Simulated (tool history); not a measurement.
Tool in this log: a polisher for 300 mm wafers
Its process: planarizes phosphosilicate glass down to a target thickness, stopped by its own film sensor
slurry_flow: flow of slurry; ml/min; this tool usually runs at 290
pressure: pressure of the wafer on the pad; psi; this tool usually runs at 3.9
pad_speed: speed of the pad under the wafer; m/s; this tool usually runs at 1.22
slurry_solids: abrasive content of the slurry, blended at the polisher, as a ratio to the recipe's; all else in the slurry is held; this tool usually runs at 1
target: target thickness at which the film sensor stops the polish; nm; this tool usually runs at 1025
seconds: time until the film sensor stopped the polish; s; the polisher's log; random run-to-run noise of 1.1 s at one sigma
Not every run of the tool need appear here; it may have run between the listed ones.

run   hour  slurry_flow  pressure  pad_speed  slurry_solids  target  wafers since the last listed run  wafers polished on this pad  hours since the slurry nozzle was cleaned  hours since the head pressure was calibrated  hours since the slurry blender was calibrated  hours since the conditioning disc was replaced  incoming thickness of the incoming film, nm  seconds
  1      0          290       3.9       1.22              1    1025                                 0                          269                                      733.9                                        1035.2                                          162.2                                            47.8                                       1738.4       58
  2    6.1          290       3.9       1.22              1    1025                                46                          316                                        740                                        1041.3                                          168.3                                            53.9                                       1768.5     60.6
  3   24.1          290       3.9       1.22              1    1025                               138                          455                                        758                                        1059.3                                          186.3                                            71.9                                       1742.4     63.4
  4   35.5          290       3.9       1.22              1    1025                                87                          543                                      769.4                                        1070.7                                          197.7                                            83.3                                       1773.7     64.8
  5   52.3          290       3.9       1.22              1    1025                               129                          672                                      786.2                                        1087.5                                          214.5                                           100.1                                       1724.7     64.1
        58  -- worn pad replaced by a new one, of another model than before
  6   65.4          290       3.9       1.22              1    1025                                70                           57                                      799.3                                        1100.6                                          227.6                                           113.2                                       1742.7     59.2
      68.1  -- slurry nozzle cleaned
  7   82.2          290       3.9       1.22              1    1025                               121                          178                                       14.1                                        1117.4                                          244.4                                             130                                       1775.7     61.3
  8   95.9          290       3.9       1.22              1    1025                               105                          284                                       27.8                                        1131.1                                          258.1                                           143.7                                       1761.7     59.4
      99.1  -- slurry blender recalibrated
  9  108.5          320       3.1       1.02              1    1025                                81                          365                                       40.4                                        1143.7                                            9.4                                           156.3                                       1725.1     72.1
 10  126.3          290       3.9       1.22           1.15    1025                               137                          502                                       58.2                                        1161.5                                           27.2                                           174.1                                       1745.4     61.7
     141.5  -- worn pad replaced by a new one
 11  145.4          205       3.9       1.22              1    1025                               116                           29                                       77.3                                        1180.6                                           46.3                                           193.2                                       1760.1     59.6
 12  157.1          360       3.9       1.22              1    1025                                90                          119                                         89                                        1192.3                                             58                                           204.9                                       1753.8     58.7
 13  174.5          290       3.9       0.92            1.1    1025                               133                          253                                      106.4                                        1209.7                                           75.4                                           222.3                                       1752.8     63.8
     177.9  -- head pressure recalibrated
 14  190.9          290       3.9       1.22           0.85    1025                               110                          364                                      122.8                                            13                                           91.8                                           238.7                                       1742.4     64.1
     196.1  -- conditioning disc replaced and pad reconditioned
 15    197          290       3.9       1.22              1    1025                                31                          396                                      128.9                                          19.1                                           97.9                                             0.9                                       1723.5     59.6
 16  208.8          245       3.9       1.48              1    1158                                90                          487                                      140.7                                          30.9                                          109.7                                            12.7                                       1737.9       48
 17  221.2          245       4.4       0.86            0.7    1025                                95                          582                                      153.1                                          43.3                                          122.1                                            25.1                                       1751.7     80.4
 18  228.8          290       3.9       1.22              1    1025                                58                          641                                      160.7                                          50.9                                          129.7                                            32.7                                       1741.3     63.6
 19  235.7          320       3.9       1.22              1    1025                                53                          694                                      167.6                                          57.8                                          136.6                                            39.6                                       1775.3       68
     240.5  -- worn pad replaced by a new one
 20  251.8          290       3.5       1.22              1    1025                                93                           87                                      183.7                                          73.9                                          152.7                                            55.7                                       1776.5     61.4
 21    266          290       3.9       1.22           1.25    1025                               109                          196                                      197.9                                          88.1                                          166.9                                            69.9                                       1737.6     52.4
 22  281.2          320       3.1       1.02              1    1025                               117                          313                                      213.1                                         103.3                                          182.1                                            85.1                                       1756.2     70.8
 23  322.8          290       3.9       1.22              1    1025                               320                          633                                      254.7                                         144.9                                          223.7                                           126.7                                       1760.2     65.9
 24  332.5          365       4.4       1.22              1    1025                                74                          708                                      264.4                                         154.6                                          233.4                                           136.4                                       1772.5     64.5
       345  -- worn pad replaced by a new one
 25  347.7          290       3.9       1.22              1    1025                                86                           20                                      279.6                                         169.8                                          248.6                                           151.6                                       1766.1     57.7
 26  355.9          290       2.7       1.22              1    1025                                63                           83                                      287.8                                           178                                          256.8                                           159.8                                       1736.9     67.2

Below, some changes in seconds between adjacent runs. For each, the amount present without the hidden state too (settings, incoming material, random variation) and the amount remaining for the hidden state with gauge scatter not shared by both compared results:
The hidden state here: removal rate lost through wear of the pad, %; slurry flow missing at the pad, %; deviation of the head's pressure from its setpoint, %; abrasive missing from the slurry, %; time polished since the conditioner stopped cutting, s.
Run 16 -> 17: pressure 3.9 -> 4.4, pad_speed 1.48 -> 0.86, slurry_solids 1 -> 0.7, target 1158 -> 1025. seconds +32.4 s: hidden state +5.3, all else +27.1.
Run 19 -> 20: slurry_flow 320 -> 290, pressure 3.9 -> 3.5, worn pad replaced by a new one. seconds -6.6 s: hidden state -9.6, all else +3.
Run 21 -> 22: slurry_flow 290 -> 320, pressure 3.9 -> 3.1, pad_speed 1.22 -> 1.02, slurry_solids 1.25 -> 1. seconds +18.4 s: hidden state +2.4, all else +16.
Run 24 -> 25: slurry_flow 365 -> 290, pressure 4.4 -> 3.9, worn pad replaced by a new one. seconds -6.8 s: hidden state -8.7, all else +1.9.
